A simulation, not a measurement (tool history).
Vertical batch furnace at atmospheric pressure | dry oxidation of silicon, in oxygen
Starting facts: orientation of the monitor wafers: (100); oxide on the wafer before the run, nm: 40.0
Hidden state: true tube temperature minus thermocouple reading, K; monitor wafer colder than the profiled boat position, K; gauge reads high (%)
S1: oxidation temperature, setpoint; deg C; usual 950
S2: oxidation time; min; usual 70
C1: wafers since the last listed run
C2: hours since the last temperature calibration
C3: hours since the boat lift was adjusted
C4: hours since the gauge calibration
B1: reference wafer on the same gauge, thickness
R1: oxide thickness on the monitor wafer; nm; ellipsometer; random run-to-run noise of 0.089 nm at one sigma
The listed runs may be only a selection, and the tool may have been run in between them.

run	hour	S1	S2	C1	C2	C3	C4	B1	R1
1	0	935	70	0	3348.1	3626.8	514.2	52.79	56.87
2	44.1	940	79.5	618	3392.2	3670.9	558.3	52.81	60.66
3	98.4	940	79.5	761	3446.5	3725.2	612.6	52.8	60.4
4	162.8	950	70	902	3510.9	3789.6	677	52.8	60.33
5	189.6	950	70	375	3537.7	3816.4	703.8	52.8	60.38
6	233.7	950	95.5	618	3581.8	3860.5	747.9	52.79	67.66
7	299.2	950	95.5	918	3647.3	3926	813.4	52.79	67.64
# hour 301.8: gauge calibrated
8	357.4	950	95.5	815	3705.5	3984.2	55.6	52.81	68
9	426.1	950	70	963	3774.2	4052.9	124.3	52.8	60.63
10	462.4	950	70	508	3810.5	4089.2	160.6	52.8	60.41
# hour 513: thermocouples replaced and temperature profile calibrated
11	513.5	950	51.5	379	0.5	4140.3	211.7	52.8	54.43
# hour 552.1: boat lift adjusted
12	552.6	927	37	211	39.6	0.5	250.8	52.8	47.24
13	595.4	938	50.5	599	82.4	43.3	293.6	52.79	51.92
14	642.2	950	70	656	129.2	90.1	340.4	52.81	59.59
15	686.1	950	70	615	173.1	134	384.3	52.8	59.66
16	785.4	960	42	1392	272.4	233.3	483.6	52.8	53
17	844.8	960	85	832	331.8	292.7	543	52.79	66.62
18	916	950	70	998	403	363.9	614.2	52.79	59.56
19	964.2	973	36	675	451.2	412.1	662.4	52.81	52.76
20	1004.2	942	35.5	560	491.2	452.1	702.4	52.82	48.83

Pick out some run-to-run changes in R1. Of each, how much would a tool without hidden state show as well, from the settings, what came in and chance, and how much is left for the hidden state and any gauge scatter not in both results compared?
Run 5 -> 6: S2 70 -> 95.5. R1 +7.28 nm: hidden state +0.32, all else +6.96.
Run 10 -> 11: S2 70 -> 51.5, thermocouples replaced and temperature profile calibrated. R1 -5.98 nm: hidden state -1.01, all else -4.97.
Run 13 -> 14: S1 938 -> 950, S2 50.5 -> 70. R1 +7.67 nm: hidden state +0.02, all else +7.65.
Run 16 -> 17: S2 42 -> 85. R1 +13.62 nm: hidden state +0.05, all else +13.57.

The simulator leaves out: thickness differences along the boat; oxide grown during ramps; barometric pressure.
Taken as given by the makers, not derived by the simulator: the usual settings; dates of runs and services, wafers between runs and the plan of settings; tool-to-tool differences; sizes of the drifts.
